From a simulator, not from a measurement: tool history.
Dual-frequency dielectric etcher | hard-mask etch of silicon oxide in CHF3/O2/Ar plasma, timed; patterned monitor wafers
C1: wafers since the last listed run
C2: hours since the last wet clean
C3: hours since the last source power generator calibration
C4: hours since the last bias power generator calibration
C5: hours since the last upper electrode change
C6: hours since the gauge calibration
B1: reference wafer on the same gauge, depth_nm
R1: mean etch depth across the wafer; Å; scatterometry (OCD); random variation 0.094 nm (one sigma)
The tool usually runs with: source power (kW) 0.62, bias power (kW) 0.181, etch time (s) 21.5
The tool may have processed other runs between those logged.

Run 1, hour 0: usual settings; C1 0; C2 212.2; C3 3673.7; C4 3977.1; C5 2904.2; C6 1305.5; B1 34.6. Result: R1 413.8 Å.
Run 2, hour 70.2: usual settings; C1 608; C2 282.4; C3 3743.9; C4 4047.3; C5 2974.4; C6 1375.7; B1 34.62. Result: R1 411.1 Å.
Run 3, hour 111: usual settings; C1 353; C2 323.2; C3 3784.7; C4 4088.1; C5 3015.2; C6 1416.5; B1 34.57. Result: R1 412.9 Å.
Run 4, hour 159.9: usual settings; C1 424; C2 372.1; C3 3833.6; C4 4137; C5 3064.1; C6 1465.4; B1 34.6. Result: R1 412 Å.
Run 5, hour 203.6: usual settings; C1 378; C2 415.8; C3 3877.3; C4 4180.7; C5 3107.8; C6 1509.1; B1 34.59. Result: R1 411.6 Å.
Run 6, hour 228.5: usual settings; C1 215; C2 440.7; C3 3902.2; C4 4205.6; C5 3132.7; C6 1534; B1 34.62. Result: R1 411.3 Å.
Run 7, hour 294.7: usual settings; C1 574; C2 506.9; C3 3968.4; C4 4271.8; C5 3198.9; C6 1600.2; B1 34.59. Result: R1 411.2 Å.
Run 8, hour 347.9: usual settings; C1 461; C2 560.1; C3 4021.6; C4 4325; C5 3252.1; C6 1653.4; B1 34.57. Result: R1 410.3 Å.
Run 9, hour 411.2: usual settings; C1 548; C2 623.4; C3 4084.9; C4 4388.3; C5 3315.4; C6 1716.7; B1 34.62. Result: R1 410 Å.
At hour 444.4: upper electrode replaced.
At hour 482.5: wet clean of the chamber.
Run 10, hour 483: usual settings; C1 206; C2 0.5; C3 4156.7; C4 4460.1; C5 38.6; C6 1788.5; B1 34.59. Result: R1 416.1 Å.
At hour 527.3: gauge calibrated.
At hour 535.5: bias power generator calibrated.
At hour 598.7: source power generator calibrated.
Run 11, hour 641.2: usual settings; C1 1302; C2 158.7; C3 42.5; C4 105.7; C5 196.8; C6 113.9; B1 34.63. Result: R1 429.8 Å.
Run 12, hour 670.5: usual settings but bias power (kW) 0.142; C1 254; C2 188; C3 71.8; C4 135; C5 226.1; C6 143.2; B1 34.57. Result: R1 399 Å.
Run 13, hour 721.6: usual settings; C1 443; C2 239.1; C3 122.9; C4 186.1; C5 277.2; C6 194.3; B1 34.59. Result: R1 424.4 Å.
Run 14, hour 757.1: usual settings but bias power (kW) 0.197, etch time (s) 15; C1 307; C2 274.6; C3 158.4; C4 221.6; C5 312.7; C6 229.8; B1 34.61. Result: R1 305.5 Å.
Run 15, hour 791: usual settings; C1 293; C2 308.5; C3 192.3; C4 255.5; C5 346.6; C6 263.7; B1 34.56. Result: R1 424.7 Å.
Run 16, hour 846.7: usual settings but bias power (kW) 0.199, etch time (s) 16.5; C1 483; C2 364.2; C3 248; C4 311.2; C5 402.3; C6 319.4; B1 34.63. Result: R1 336 Å.
Run 17, hour 999.3: usual settings but source power (kW) 0.67, bias power (kW) 0.166, etch time (s) 26; C1 1323; C2 516.8; C3 400.6; C4 463.8; C5 554.9; C6 472; B1 34.62. Result: R1 520 Å.
Run 18, hour 1026.9: usual settings but source power (kW) 0.71, bias power (kW) 0.159, etch time (s) 18.5; C1 239; C2 544.4; C3 428.2; C4 491.4; C5 582.5; C6 499.6; B1 34.63. Result: R1 378.2 Å.
At hour 1087: wet clean of the chamber.
Run 19, hour 1087.6: usual settings but etch time (s) 27; C1 318; C2 0.6; C3 488.9; C4 552.1; C5 643.2; C6 560.3; B1 34.64. Result: R1 534.5 Å.
Run 20, hour 1155.7: usual settings but bias power (kW) 0.207; C1 590; C2 68.7; C3 557; C4 620.2; C5 711.3; C6 628.4; B1 34.55. Result: R1 443 Å.
Run 21, hour 1299.8: usual settings; C1 1249; C2 212.8; C3 701.1; C4 764.3; C5 855.4; C6 772.5; B1 34.62. Result: R1 423 Å.
Run 22, hour 1401.9: usual settings but source power (kW) 0.46, etch time (s) 17; C1 885; C2 314.9; C3 803.2; C4 866.4; C5 957.5; C6 874.6; B1 34.59. Result: R1 273.2 Å.
Run 23, hour 1468.5: usual settings; C1 577; C2 381.5; C3 869.8; C4 933; C5 1024.1; C6 941.2; B1 34.61. Result: R1 419.8 Å.

For some of the steps in R1 from one run to the next: how much would appear even if the tool had no hidden state, given the settings, what came in and random variation, and how much remains for the hidden state plus any gauge scatter that the measured result and the result without hidden state don't share?
Hidden state at play: etch rate over this chamber's usual, %; source power that arrives over what is set, %; bias power that arrives over what is set, %; gauge reads high (%).
Run 9 -> 10: upper electrode replaced, wet clean of the chamber. R1 +6.1 Å: hidden state +7.5, all else -1.4.
Run 10 -> 11: gauge calibrated, bias power generator calibrated, source power generator calibrated. R1 +13.7 Å: hidden state +11.2, all else +2.5.
Run 16 -> 17: source power (kW) 0.62 -> 0.67, bias power (kW) 0.199 -> 0.166, etch time (s) 16.5 -> 26. R1 +184 Å: hidden state -5.9, all else +189.9.
Run 18 -> 19: source power (kW) 0.71 -> 0.62, bias power (kW) 0.159 -> 0.181, etch time (s) 18.5 -> 27, wet clean of the chamber. R1 +156.3 Å: hidden state +3.8, all else +152.5.
